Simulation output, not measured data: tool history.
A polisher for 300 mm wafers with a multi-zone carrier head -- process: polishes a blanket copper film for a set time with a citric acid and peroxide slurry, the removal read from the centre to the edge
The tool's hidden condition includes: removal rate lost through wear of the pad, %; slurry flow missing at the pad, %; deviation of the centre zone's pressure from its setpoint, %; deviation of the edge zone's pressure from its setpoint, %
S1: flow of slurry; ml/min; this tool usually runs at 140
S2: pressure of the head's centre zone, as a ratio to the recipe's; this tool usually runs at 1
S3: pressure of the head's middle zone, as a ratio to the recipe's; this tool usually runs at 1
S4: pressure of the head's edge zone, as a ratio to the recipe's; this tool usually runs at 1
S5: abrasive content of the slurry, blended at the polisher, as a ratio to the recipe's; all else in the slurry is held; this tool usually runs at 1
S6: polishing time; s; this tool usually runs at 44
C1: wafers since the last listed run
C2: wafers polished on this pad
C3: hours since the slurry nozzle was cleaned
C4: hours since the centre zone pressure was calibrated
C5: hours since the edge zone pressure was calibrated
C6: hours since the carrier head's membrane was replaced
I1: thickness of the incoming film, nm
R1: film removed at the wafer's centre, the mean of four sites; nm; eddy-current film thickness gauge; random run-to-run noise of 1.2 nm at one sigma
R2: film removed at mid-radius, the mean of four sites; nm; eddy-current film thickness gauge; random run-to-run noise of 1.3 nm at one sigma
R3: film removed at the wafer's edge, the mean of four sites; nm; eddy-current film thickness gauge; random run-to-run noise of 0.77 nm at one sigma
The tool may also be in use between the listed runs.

Run 1, hour 0: usual settings but S1 155 ml/min, S6 35 s; C1 0; C2 4; C3 742.4; C4 402.3; C5 379.5; C6 1006.6; I1 702.3. Result: R1 66.3 nm, R2 64.8 nm, R3 71.3 nm.
Run 2, hour 41.7: usual settings but S1 155 ml/min, S6 35 s; C1 375; C2 379; C3 784.1; C4 444; C5 421.2; C6 1048.3; I1 700.9. Result: R1 62.9 nm, R2 64.1 nm, R3 69.6 nm.
Run 3, hour 50.4: usual settings but S2 0.93, S5 0.9; C1 78; C2 457; C3 792.8; C4 452.7; C5 429.9; C6 1057; I1 694.4. Result: R1 72.2 nm, R2 74.1 nm, R3 82.9 nm.
Run 4, hour 58.8: usual settings but S2 0.93, S5 0.9; C1 75; C2 533; C3 801.2; C4 461.1; C5 438.3; C6 1065.4; I1 704.8. Result: R1 70.7 nm, R2 73.9 nm, R3 83.9 nm.
At hour 102.4: centre zone pressure recalibrated.
Run 5, hour 104.9: usual settings; C1 396; C2 929; C3 847.3; C4 2.5; C5 484.4; C6 1111.5; I1 705.9. Result: R1 73.1 nm, R2 74.7 nm, R3 83.1 nm.
At hour 116.1: carrier head's membrane replaced by a new one.
At hour 117: edge zone pressure recalibrated.
Run 6, hour 117.5: usual settings; C1 60; C2 989; C3 859.9; C4 15.1; C5 0.5; C6 1.4; I1 694.3. Result: R1 71.6 nm, R2 72.9 nm, R3 83.4 nm.
Run 7, hour 127.6: usual settings; C1 90; C2 1080; C3 870; C4 25.2; C5 10.6; C6 11.5; I1 692.6. Result: R1 72.3 nm, R2 72.6 nm, R3 84.6 nm.
Run 8, hour 139: usual settings; C1 102; C2 1183; C3 881.4; C4 36.6; C5 22; C6 22.9; I1 698.3. Result: R1 71.8 nm, R2 73.4 nm, R3 81.9 nm.
At hour 147.1: slurry nozzle cleaned.
At hour 147.8: worn pad replaced by a new one.
Run 9, hour 148.9: usual settings but S3 0.93, S4 1.07; C1 73; C2 9; C3 1.8; C4 46.5; C5 31.9; C6 32.8; I1 713.3. Result: R1 94.7 nm, R2 85.2 nm, R3 98.1 nm.
Run 10, hour 156.3: usual settings; C1 66; C2 76; C3 9.2; C4 53.9; C5 39.3; C6 40.2; I1 699.6. Result: R1 93.6 nm, R2 89.8 nm, R3 95.3 nm.
Run 11, hour 169.8: usual settings but S1 115 ml/min, S5 0.8; C1 121; C2 197; C3 22.7; C4 67.4; C5 52.8; C6 53.7; I1 704.7. Result: R1 84.4 nm, R2 81.3 nm, R3 87.6 nm.
Run 12, hour 185: usual settings; C1 136; C2 334; C3 37.9; C4 82.6; C5 68; C6 68.9; I1 692.5. Result: R1 92.8 nm, R2 90.6 nm, R3 95.6 nm.
Run 13, hour 197: usual settings but S2 0.91, S3 1.06, S4 0.91, S6 29 s; C1 107; C2 442; C3 49.9; C4 94.6; C5 80; C6 80.9; I1 703.7. Result: R1 59 nm, R2 62.4 nm, R3 60.8 nm.
Run 14, hour 212.4: usual settings but S2 0.91, S5 1.2; C1 138; C2 580; C3 65.3; C4 110; C5 95.4; C6 96.3; I1 701. Result: R1 92.9 nm, R2 95.6 nm, R3 99.4 nm.
Run 15, hour 220.8: usual settings; C1 75; C2 656; C3 73.7; C4 118.4; C5 103.8; C6 104.7; I1 709.1. Result: R1 94.5 nm, R2 89.8 nm, R3 94.2 nm.
Run 16, hour 227: usual settings but S1 170 ml/min, S2 1.06, S3 0.95, S4 1.05; C1 55; C2 712; C3 79.9; C4 124.6; C5 110; C6 110.9; I1 695.8. Result: R1 102.1 nm, R2 88.7 nm, R3 100.4 nm.
Run 17, hour 237.9: usual settings but S5 1.1; C1 98; C2 810; C3 90.8; C4 135.5; C5 120.9; C6 121.8; I1 697.7. Result: R1 94.6 nm, R2 91.9 nm, R3 97.6 nm.
Run 18, hour 244.9: usual settings but S2 0.93, S5 0.9; C1 62; C2 873; C3 97.8; C4 142.5; C5 127.9; C6 128.8; I1 689.2. Result: R1 87.7 nm, R2 89.8 nm, R3 93.9 nm.
Run 19, hour 257: usual settings but S1 115 ml/min, S3 1.03, S4 0.91; C1 108; C2 981; C3 109.9; C4 154.6; C5 140; C6 140.9; I1 691.3. Result: R1 84.9 nm, R2 86.3 nm, R3 86.6 nm.
Run 20, hour 266.9: usual settings but S1 95 ml/min, S3 0.95, S5 0.7, S6 59 s; C1 89; C2 1070; C3 119.8; C4 164.5; C5 149.9; C6 150.8; I1 701.6. Result: R1 101.1 nm, R2 95.5 nm, R3 108.4 nm.

Forecast run 21:
Run 21, hour 277.7: usual settings but S2 0.93, S5 0.9; C1 97; C2 1168; C3 130.6; C4 175.3; C5 160.7; C6 161.6; I1 693.9. Result: R1 ?, R2 ?, R3 ?.

R1: 87.8 nm
R2: 87.1 nm
R3: 93 nm
With no hidden state in the tool, this same run would have given R1 90.4 nm, R2 89.3 nm, R3 94.7 nm.
